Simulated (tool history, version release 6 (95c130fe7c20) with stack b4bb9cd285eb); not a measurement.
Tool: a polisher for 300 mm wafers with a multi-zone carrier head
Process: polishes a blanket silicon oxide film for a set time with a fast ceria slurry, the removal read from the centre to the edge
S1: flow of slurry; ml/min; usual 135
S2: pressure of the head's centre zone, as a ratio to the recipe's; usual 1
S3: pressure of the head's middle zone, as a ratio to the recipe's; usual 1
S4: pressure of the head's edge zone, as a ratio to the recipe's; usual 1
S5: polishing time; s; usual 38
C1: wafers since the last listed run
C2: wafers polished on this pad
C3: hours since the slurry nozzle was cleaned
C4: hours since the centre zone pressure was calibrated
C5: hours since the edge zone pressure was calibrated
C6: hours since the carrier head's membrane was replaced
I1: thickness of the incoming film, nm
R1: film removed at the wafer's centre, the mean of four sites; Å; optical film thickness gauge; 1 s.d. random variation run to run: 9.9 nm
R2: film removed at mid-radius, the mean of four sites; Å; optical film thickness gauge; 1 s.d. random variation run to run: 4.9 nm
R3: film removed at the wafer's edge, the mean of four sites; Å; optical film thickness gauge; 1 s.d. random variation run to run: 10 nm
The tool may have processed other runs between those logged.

| run | hour | S1 | S2 | S3 | S4 | S5 | C1 | C2 | C3 | C4 | C5 | C6 | I1 | R1 | R2 | R3 |
|---|---|---|---|---|---|---|---|---|---|---|---|---|---|---|---|---|
| 1 | 0 | 135 | 1 | 1 | 1 | 38 | 0 | 49 | 463.3 | 1120.3 | 34.7 | 1271.6 | 2933.4 | 6761 | 6864 | 6986 |
| 2 | 7.8 | 165 | 1 | 1 | 1 | 38 | 74 | 124 | 471.1 | 1128.1 | 42.5 | 1279.4 | 2878.7 | 6805 | 7091 | 7161 |
| 3 | 22.9 | 135 | 1 | 1.04 | 1.08 | 49 | 144 | 269 | 486.2 | 1143.2 | 57.6 | 1294.5 | 2967.4 | 8766 | 8941 | 9344 |
| 4 | 39.6 | 135 | 1 | 1.05 | 1 | 32 | 160 | 429 | 502.9 | 1159.9 | 74.3 | 1311.2 | 2967.9 | 5527 | 5930 | 5590 |
|  | 46.7 | carrier head's membrane replaced by a new one |
| 5 | 50.1 | 135 | 1 | 1 | 1 | 38 | 52 | 482 | 513.4 | 1170.4 | 84.8 | 3.4 | 2897.9 | 6612 | 6753 | 6702 |
| 6 | 59.1 | 135 | 1 | 1 | 1 | 38 | 86 | 568 | 522.4 | 1179.4 | 93.8 | 12.4 | 2968.5 | 6452 | 6624 | 6765 |
| 7 | 76.4 | 135 | 1 | 0.92 | 1 | 38 | 165 | 734 | 539.7 | 1196.7 | 111.1 | 29.7 | 2913.3 | 6384 | 6174 | 6546 |
| 8 | 92.6 | 125 | 1 | 1 | 1 | 38 | 155 | 890 | 555.9 | 1212.9 | 127.3 | 45.9 | 2918.3 | 6338 | 6507 | 6584 |
| 9 | 106.1 | 135 | 1.04 | 1 | 1.06 | 38 | 129 | 1019 | 569.4 | 1226.4 | 140.8 | 59.4 | 2932.8 | 6831 | 6537 | 6822 |
|  | 117.3 | worn pad replaced by a new one |
| 10 | 151.5 | 135 | 0.91 | 1 | 0.88 | 41 | 397 | 327 | 614.8 | 1271.8 | 186.2 | 104.8 | 2927.7 | 6436 | 7164 | 6947 |
|  | 153.9 | slurry nozzle cleaned |
| 11 | 198.5 | 135 | 1 | 1 | 1 | 38 | 441 | 768 | 44.6 | 1318.8 | 233.2 | 151.8 | 2925.9 | 6395 | 6602 | 6625 |
| 12 | 207.8 | 135 | 0.91 | 1 | 0.88 | 41 | 89 | 858 | 53.9 | 1328.1 | 242.5 | 161.1 | 2968.8 | 6247 | 7107 | 6579 |
| 13 | 214.2 | 105 | 1 | 1 | 1 | 38 | 61 | 919 | 60.3 | 1334.5 | 248.9 | 167.5 | 2891.2 | 5968 | 6165 | 6304 |
|  | 221.5 | centre zone pressure recalibrated |
| 14 | 222 | 135 | 1.06 | 1 | 1 | 34 | 55 | 975 | 68.1 | 0.5 | 256.7 | 175.3 | 2929.2 | 6083 | 5870 | 5926 |
|  | 236.6 | worn pad replaced by a new one |
| 15 | 238.8 | 95 | 0.96 | 0.92 | 0.95 | 38 | 122 | 21 | 84.9 | 17.3 | 273.5 | 192.1 | 2942.5 | 5885 | 5957 | 6455 |
| 16 | 254.5 | 135 | 1 | 1 | 1 | 38 | 150 | 171 | 100.6 | 33 | 289.2 | 207.8 | 2918.1 | 6652 | 6833 | 6716 |
| 17 | 270.4 | 135 | 0.96 | 1 | 1 | 38 | 152 | 324 | 116.5 | 48.9 | 305.1 | 223.7 | 2896.5 | 6314 | 6723 | 6643 |
| 18 | 281.8 | 165 | 1 | 1 | 1 | 38 | 109 | 433 | 127.9 | 60.3 | 316.5 | 235.1 | 2923.4 | 6909 | 7063 | 6801 |
| 19 | 293.8 | 135 | 1 | 1 | 1.09 | 32 | 115 | 548 | 139.9 | 72.3 | 328.5 | 247.1 | 2903.1 | 5404 | 5670 | 5874 |
| 20 | 305.8 | 135 | 1 | 1 | 1 | 38 | 115 | 663 | 151.9 | 84.3 | 340.5 | 259.1 | 2900.1 | 6495 | 6553 | 6649 |
| 21 | 315.3 | 115 | 0.94 | 1 | 1 | 38 | 91 | 754 | 161.4 | 93.8 | 350 | 268.6 | 2933.3 | 5851 | 6364 | 6581 |
| 22 | 329.6 | 135 | 1.06 | 1 | 1.06 | 38 | 137 | 892 | 175.7 | 108.1 | 364.3 | 282.9 | 2960.5 | 6772 | 6581 | 6666 |
| 23 | 346.8 | 135 | 0.93 | 0.96 | 0.94 | 29 | 164 | 1057 | 192.9 | 125.3 | 381.5 | 300.1 | 2892.9 | 4591 | 4886 | 4970 |

Predict each of these 3 candidate next runs independently; none follows another, all start after run 23:
| A | 347.2 | 135 | 1 | 1 | 1 | 38 | 3 | 1060 | 193.3 | 125.7 | 381.9 | 300.5 | 2953.1 | ? | ? | ? |
| B | 347.2 | 100 | 1 | 1 | 1.08 | 38 | 3 | 1060 | 193.3 | 125.7 | 381.9 | 300.5 | 2953.1 | ? | ? | ? |
| C | 347.2 | 115 | 1 | 0.97 | 1 | 38 | 3 | 1060 | 193.3 | 125.7 | 381.9 | 300.5 | 2953.1 | ? | ? | ? |

| run | R1 | R2 | R3 |
|---|---|---|---|
| A | 6645 | 6564 | 6662 |
| B | 6114 | 6104 | 6579 |
| C | 6374 | 6170 | 6497 |
Take away the tool's hidden state, keep each run's random variation, and the runs would have read:
| run | R1 | R2 | R3 |
|---|---|---|---|
| A | 7045 | 6959 | 7063 |
| B | 6483 | 6471 | 6976 |
| C | 6758 | 6541 | 6889 |
